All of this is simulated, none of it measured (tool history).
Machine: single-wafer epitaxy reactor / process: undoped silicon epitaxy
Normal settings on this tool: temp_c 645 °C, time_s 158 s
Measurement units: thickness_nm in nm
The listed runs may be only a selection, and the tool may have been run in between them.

run,hour,temp_c,time_s,"read-back reference wafer on the same gauge, thickness_nm",thickness_nm
1,0.0,645,158,22.678,22.644
2,28.5,645,146,22.677,20.908
3,42.4,645,146,22.696,20.989
4,68.9,642,158,22.717,21.229
5,90.3,642,158,22.727,21.494
6,121.0,645,158,22.718,22.739
7,143.5,645,158,22.736,22.689
8,178.1,645,158,22.698,22.775
9,199.4,639,158,22.741,20.152
10,227.8,634,188,22.690,21.798
# hour 253.2: pyrometer calibrated
11,253.7,645,158,22.696,22.868
12,272.6,645,158,22.674,22.735
# hour 287.9: gauge calibrated
13,351.3,640,183,22.736,23.927
14,368.3,630,130,22.715,13.859
15,398.1,645,171,22.724,24.571
16,420.2,658,173,22.682,32.152
17,445.8,649,173,22.703,26.879
18,500.6,640,183,22.713,23.809
19,534.3,638,185,22.714,23.156

Predict each of these 5 candidate next runs independently; none follows another, all start after run 19:
A,534.7,645,158,?,?
B,534.7,645,172,?,?
C,534.7,655,158,?,?
D,534.7,641,141,?,?
E,534.7,638,183,?,?

run,"read-back reference wafer on the same gauge, thickness_nm",thickness_nm
A,22.679,22.554
B,22.679,24.552
C,22.679,27.461
D,22.679,18.583
E,22.679,22.707
The same runs, with their run-to-run variation unchanged, on a tool lacking any hidden condition would have given:
run,thickness_nm
A,22.554
B,24.552
C,27.461
D,18.583
E,22.707
